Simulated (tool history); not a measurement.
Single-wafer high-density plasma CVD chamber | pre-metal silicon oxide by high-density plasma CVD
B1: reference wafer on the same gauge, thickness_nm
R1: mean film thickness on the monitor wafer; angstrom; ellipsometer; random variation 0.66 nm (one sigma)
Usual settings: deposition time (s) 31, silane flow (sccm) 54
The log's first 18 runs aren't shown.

Run 19, day 69.283: usual settings; B1 178.156. Result: R1 1581.88 angstrom.
Run 20, day 73.879: usual settings; B1 177.912. Result: R1 1576.12 angstrom.
At day 75.158: gauge calibrated.
Run 21, day 77.233: usual settings; B1 178.038. Result: R1 1590.08 angstrom.
Run 22, day 87.158: usual settings but deposition time (s) 29.4, silane flow (sccm) 64; B1 178.085. Result: R1 1778.69 angstrom.
Run 23, day 91.642: usual settings but deposition time (s) 26.5; B1 178.07. Result: R1 1337.82 angstrom.
Run 24, day 94.738: usual settings but deposition time (s) 28.7, silane flow (sccm) 62; B1 178.032. Result: R1 1657.06 angstrom.
Run 25, day 98: usual settings; B1 177.968. Result: R1 1563.94 angstrom.
Run 26, day 102.488: usual settings but deposition time (s) 25.3, silane flow (sccm) 51; B1 177.906. Result: R1 1208.88 angstrom.
Run 27, day 104.238: usual settings but deposition time (s) 25.9; B1 178.131. Result: R1 1309.17 angstrom.
Run 28, day 107.146: usual settings but silane flow (sccm) 60; B1 178.051. Result: R1 1732.02 angstrom.
Run 29, day 111.367: usual settings but deposition time (s) 25.8, silane flow (sccm) 62; B1 178.005. Result: R1 1482.94 angstrom.
Run 30, day 115.525: usual settings but deposition time (s) 34.8; B1 177.984. Result: R1 1723.29 angstrom.
Run 31, day 118: usual settings but deposition time (s) 33.8, silane flow (sccm) 58; B1 178.132. Result: R1 1815.7 angstrom.
Run 32, day 120.138: usual settings but deposition time (s) 28, silane flow (sccm) 62; B1 178.044. Result: R1 1606.67 angstrom.
Run 33, day 123.329: usual settings but deposition time (s) 36.6, silane flow (sccm) 46; B1 178.003. Result: R1 1540.12 angstrom.
Run 34, day 126.196: usual settings but deposition time (s) 36.3; B1 178.065. Result: R1 1793.39 angstrom.
Run 35, day 128.233: usual settings but deposition time (s) 26.1, silane flow (sccm) 63; B1 177.908. Result: R1 1506.64 angstrom.
Run 36, day 130.683: usual settings; B1 177.937. Result: R1 1526.08 angstrom.
Run 37, day 134.933: usual settings but deposition time (s) 37; B1 178.027. Result: R1 1823.22 angstrom.
Run 38, day 138.108: usual settings but deposition time (s) 26.6, silane flow (sccm) 60; B1 178.005. Result: R1 1439.75 angstrom.
At day 139.825: silane flow controller replaced.
Run 39, day 140.971: usual settings but deposition time (s) 27.4, silane flow (sccm) 50; B1 177.9. Result: R1 1314.42 angstrom.
Run 40, day 145.383: usual settings; B1 177.888. Result: R1 1594.95 angstrom.
Run 41, day 156.058: usual settings but deposition time (s) 25.2, silane flow (sccm) 50; B1 177.993. Result: R1 1200.71 angstrom.

5 ways to go on from here, each from the tool as it stands after run 41. What would each give?
Run A, day 156.075: usual settings; B1 ?. Result: R1 ?.
Run B, day 156.075: usual settings but deposition time (s) 35.2; B1 ?. Result: R1 ?.
Run C, day 156.075: usual settings but deposition time (s) 28.6, silane flow (sccm) 61; B1 ?. Result: R1 ?.
Run D, day 156.075: usual settings but deposition time (s) 25.7, silane flow (sccm) 58; B1 ?. Result: R1 ?.
Run E, day 156.075: usual settings but deposition time (s) 26.5, silane flow (sccm) 49; B1 ?. Result: R1 ?.

run       B1       R1
  A  177.989  1591.97
  B  177.989  1807.66
  C  177.989  1659.11
  D  177.989  1417.56
  E  177.989  1234.87
Without the tool's hidden state the same runs would have given:
run       R1
  A   1585.1
  B  1799.85
  C  1651.95
  D  1411.44
  E  1229.54
